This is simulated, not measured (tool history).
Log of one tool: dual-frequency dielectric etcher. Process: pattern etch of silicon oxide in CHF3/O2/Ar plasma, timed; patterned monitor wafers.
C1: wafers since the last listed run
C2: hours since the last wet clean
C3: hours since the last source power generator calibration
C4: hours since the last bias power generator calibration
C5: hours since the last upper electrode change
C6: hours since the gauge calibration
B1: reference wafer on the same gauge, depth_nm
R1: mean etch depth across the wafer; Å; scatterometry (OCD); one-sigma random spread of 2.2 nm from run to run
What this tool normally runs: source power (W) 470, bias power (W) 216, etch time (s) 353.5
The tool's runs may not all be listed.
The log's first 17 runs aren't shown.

run 18 hour=1327.8 | source_power_(W)=470 bias_power_(W)=191 etch_time_(s)=353.5 | C1=471 C2=454.0 C3=812.9 C4=747.3 C5=201.9 C6=903.5 | B1=762.7 | R1=6162
-- hour=1372.3 wet clean of the chamber
run 19 hour=1388.4 | source_power_(W)=520 bias_power_(W)=216 etch_time_(s)=353.5 | C1=211 C2=16.1 C3=873.5 C4=807.9 C5=262.5 C6=964.1 | B1=762.1 | R1=6766
run 20 hour=1447.1 | source_power_(W)=400 bias_power_(W)=251 etch_time_(s)=274.0 | C1=339 C2=74.8 C3=932.2 C4=866.6 C5=321.2 C6=1022.8 | B1=763.1 | R1=5011
run 21 hour=1514.0 | source_power_(W)=440 bias_power_(W)=216 etch_time_(s)=353.5 | C1=386 C2=141.7 C3=999.1 C4=933.5 C5=388.1 C6=1089.7 | B1=763.5 | R1=6391
run 22 hour=1567.3 | source_power_(W)=430 bias_power_(W)=216 etch_time_(s)=388.0 | C1=308 C2=195.0 C3=1052.4 C4=986.8 C5=441.4 C6=1143.0 | B1=762.3 | R1=6971
run 23 hour=1662.2 | source_power_(W)=470 bias_power_(W)=216 etch_time_(s)=424.5 | C1=548 C2=289.9 C3=1147.3 C4=1081.7 C5=536.3 C6=1237.9 | B1=763.8 | R1=7724
run 24 hour=1748.7 | source_power_(W)=530 bias_power_(W)=241 etch_time_(s)=353.5 | C1=500 C2=376.4 C3=1233.8 C4=1168.2 C5=622.8 C6=1324.4 | B1=763.7 | R1=6800
run 25 hour=1804.6 | source_power_(W)=470 bias_power_(W)=216 etch_time_(s)=353.5 | C1=323 C2=432.3 C3=1289.7 C4=1224.1 C5=678.7 C6=1380.3 | B1=763.3 | R1=6360
run 26 hour=1857.8 | source_power_(W)=370 bias_power_(W)=216 etch_time_(s)=353.5 | C1=307 C2=485.5 C3=1342.9 C4=1277.3 C5=731.9 C6=1433.5 | B1=763.0 | R1=5908
run 27 hour=1939.9 | source_power_(W)=470 bias_power_(W)=216 etch_time_(s)=353.5 | C1=474 C2=567.6 C3=1425.0 C4=1359.4 C5=814.0 C6=1515.6 | B1=762.8 | R1=6291
-- hour=1984.4 wet clean of the chamber
run 28 hour=2015.7 | source_power_(W)=470 bias_power_(W)=216 etch_time_(s)=407.0 | C1=299 C2=31.3 C3=1500.8 C4=1435.2 C5=889.8 C6=1591.4 | B1=763.9 | R1=7558
run 29 hour=2102.0 | source_power_(W)=420 bias_power_(W)=216 etch_time_(s)=353.5 | C1=498 C2=117.6 C3=1587.1 C4=1521.5 C5=976.1 C6=1677.7 | B1=763.6 | R1=6297
run 30 hour=2150.7 | source_power_(W)=470 bias_power_(W)=216 etch_time_(s)=353.5 | C1=281 C2=166.3 C3=1635.8 C4=1570.2 C5=1024.8 C6=1726.4 | B1=762.7 | R1=6449

Here are 3 independent what-if runs from the current tool condition. What would each one return?
run A hour=2151.2 | source_power_(W)=470 bias_power_(W)=216 etch_time_(s)=384.5 | C1=2 C2=166.8 C3=1636.3 C4=1570.7 C5=1025.3 C6=1726.9 | B1=? | R1=?
run B hour=2151.2 | source_power_(W)=380 bias_power_(W)=216 etch_time_(s)=291.0 | C1=2 C2=166.8 C3=1636.3 C4=1570.7 C5=1025.3 C6=1726.9 | B1=? | R1=?
run C hour=2151.2 | source_power_(W)=590 bias_power_(W)=174 etch_time_(s)=446.0 | C1=2 C2=166.8 C3=1636.3 C4=1570.7 C5=1025.3 C6=1726.9 | B1=? | R1=?

run=A B1=763.4 R1=7049
run=B B1=763.4 R1=5031
run=C B1=763.4 R1=8335
With no hidden state in the tool, these same runs would have given:
run=A R1=7129
run=B R1=5088
run=C R1=8429
